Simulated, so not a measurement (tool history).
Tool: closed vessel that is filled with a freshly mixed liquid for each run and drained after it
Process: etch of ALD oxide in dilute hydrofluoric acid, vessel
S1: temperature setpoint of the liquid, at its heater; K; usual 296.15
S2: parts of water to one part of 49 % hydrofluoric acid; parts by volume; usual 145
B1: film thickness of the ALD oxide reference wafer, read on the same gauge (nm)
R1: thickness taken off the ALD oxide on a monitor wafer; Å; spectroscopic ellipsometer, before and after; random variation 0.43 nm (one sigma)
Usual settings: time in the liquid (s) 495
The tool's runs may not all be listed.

{"run": 1, "day": 0.0, "S1": 296.15, "S2": 145, "time in the liquid (s)": 495, "B1": 30.01, "R1": 510.9}
{"run": 2, "day": 1.679, "S1": 296.15, "S2": 145, "time in the liquid (s)": 435, "B1": 30.01, "R1": 447.3}
{"run": 3, "day": 9.646, "S1": 296.15, "S2": 145, "time in the liquid (s)": 435, "B1": 29.98, "R1": 449}
{"run": 4, "day": 18.096, "S1": 296.15, "S2": 145, "time in the liquid (s)": 435, "B1": 30.01, "R1": 447.3}
{"day": 18.529, "done": "gauge calibrated"}
{"run": 5, "day": 20.958, "S1": 296.15, "S2": 145, "time in the liquid (s)": 495, "B1": 30.01, "R1": 514.1}
{"run": 6, "day": 22.425, "S1": 296.15, "S2": 145, "time in the liquid (s)": 495, "B1": 29.99, "R1": 507.6}
{"run": 7, "day": 23.458, "S1": 296.15, "S2": 145, "time in the liquid (s)": 495, "B1": 30.01, "R1": 505.7}
{"run": 8, "day": 25.221, "S1": 296.15, "S2": 165, "time in the liquid (s)": 495, "B1": 30, "R1": 435.4}
{"run": 9, "day": 26.975, "S1": 296.15, "S2": 165, "time in the liquid (s)": 495, "B1": 29.98, "R1": 436.2}
{"run": 10, "day": 29.812, "S1": 296.15, "S2": 180, "time in the liquid (s)": 495, "B1": 29.98, "R1": 399.4}
{"run": 11, "day": 32.033, "S1": 296.15, "S2": 145, "time in the liquid (s)": 495, "B1": 30.03, "R1": 514.3}
{"day": 33.046, "done": "hydrofluoric acid flow meter replaced"}
{"run": 12, "day": 33.512, "S1": 299.65, "S2": 95, "time in the liquid (s)": 220, "B1": 30, "R1": 420}
{"run": 13, "day": 37.608, "S1": 296.15, "S2": 145, "time in the liquid (s)": 495, "B1": 29.99, "R1": 514.6}
{"run": 14, "day": 40.058, "S1": 299.65, "S2": 95, "time in the liquid (s)": 220, "B1": 29.98, "R1": 418.3}
{"run": 15, "day": 41.267, "S1": 297.65, "S2": 145, "time in the liquid (s)": 755, "B1": 29.99, "R1": 827.5}
{"run": 16, "day": 42.425, "S1": 296.15, "S2": 215, "time in the liquid (s)": 495, "B1": 30.01, "R1": 325.4}
{"day": 43.333, "done": "thermometer replaced"}
{"run": 17, "day": 49.388, "S1": 296.15, "S2": 120, "time in the liquid (s)": 705, "B1": 30.01, "R1": 898.5}
{"run": 18, "day": 51.046, "S1": 296.15, "S2": 145, "time in the liquid (s)": 495, "B1": 30.01, "R1": 500.9}
{"run": 19, "day": 53.021, "S1": 292.65, "S2": 80, "time in the liquid (s)": 765, "B1": 29.98, "R1": 1331.7}
{"run": 20, "day": 54.538, "S1": 296.15, "S2": 145, "time in the liquid (s)": 495, "B1": 30.01, "R1": 513.4}
{"run": 21, "day": 56.183, "S1": 294.65, "S2": 145, "time in the liquid (s)": 570, "B1": 30, "R1": 554.2}
{"run": 22, "day": 57.75, "S1": 294.65, "S2": 165, "time in the liquid (s)": 395, "B1": 30, "R1": 329}
{"run": 23, "day": 60.321, "S1": 296.15, "S2": 110, "time in the liquid (s)": 635, "B1": 29.96, "R1": 904.7}
{"run": 24, "day": 62.129, "S1": 296.15, "S2": 145, "time in the liquid (s)": 495, "B1": 30, "R1": 514}
{"run": 25, "day": 64.033, "S1": 296.15, "S2": 175, "time in the liquid (s)": 495, "B1": 29.99, "R1": 408.6}
{"run": 26, "day": 66.038, "S1": 299.65, "S2": 95, "time in the liquid (s)": 220, "B1": 30.01, "R1": 424.4}
{"run": 27, "day": 68.438, "S1": 296.15, "S2": 145, "time in the liquid (s)": 495, "B1": 30.01, "R1": 512.7}
{"run": 28, "day": 69.825, "S1": 296.15, "S2": 105, "time in the liquid (s)": 495, "B1": 29.99, "R1": 730.9}
{"run": 29, "day": 77.954, "S1": 299.15, "S2": 210, "time in the liquid (s)": 265, "B1": 30.02, "R1": 195.6}
{"run": 30, "day": 80.588, "S1": 296.15, "S2": 125, "time in the liquid (s)": 495, "B1": 30.02, "R1": 608.8}
{"run": 31, "day": 81.846, "S1": 297.65, "S2": 120, "time in the liquid (s)": 495, "B1": 30, "R1": 668.2}
{"run": 32, "day": 83.875, "S1": 296.15, "S2": 145, "time in the liquid (s)": 495, "B1": 30.01, "R1": 510.1}
{"run": 33, "day": 86.379, "S1": 292.15, "S2": 185, "time in the liquid (s)": 495, "B1": 30.01, "R1": 332.4}

Forecast each of these 5 alternatives for the next run:
{"run": "A", "day": 86.412, "S1": 297.65, "S2": 145, "time in the liquid (s)": 495, "B1": "?", "R1": "?"}
{"run": "B", "day": 86.412, "S1": 293.15, "S2": 215, "time in the liquid (s)": 370, "B1": "?", "R1": "?"}
{"run": "C", "day": 86.412, "S1": 298.15, "S2": 190, "time in the liquid (s)": 495, "B1": "?", "R1": "?"}
{"run": "D", "day": 86.412, "S1": 298.65, "S2": 120, "time in the liquid (s)": 260, "B1": "?", "R1": "?"}
{"run": "E", "day": 86.412, "S1": 300.65, "S2": 200, "time in the liquid (s)": 340, "B1": "?", "R1": "?"}

run=A B1=30 R1=541
run=B B1=30 R1=213.3
run=C B1=30 R1=399.7
run=D B1=30 R1=367.6
run=E B1=30 R1=282.3
Without the tool's hidden state the same runs would have given:
run=A R1=541
run=B R1=213.3
run=C R1=399.7
run=D R1=367.6
run=E R1=282.3
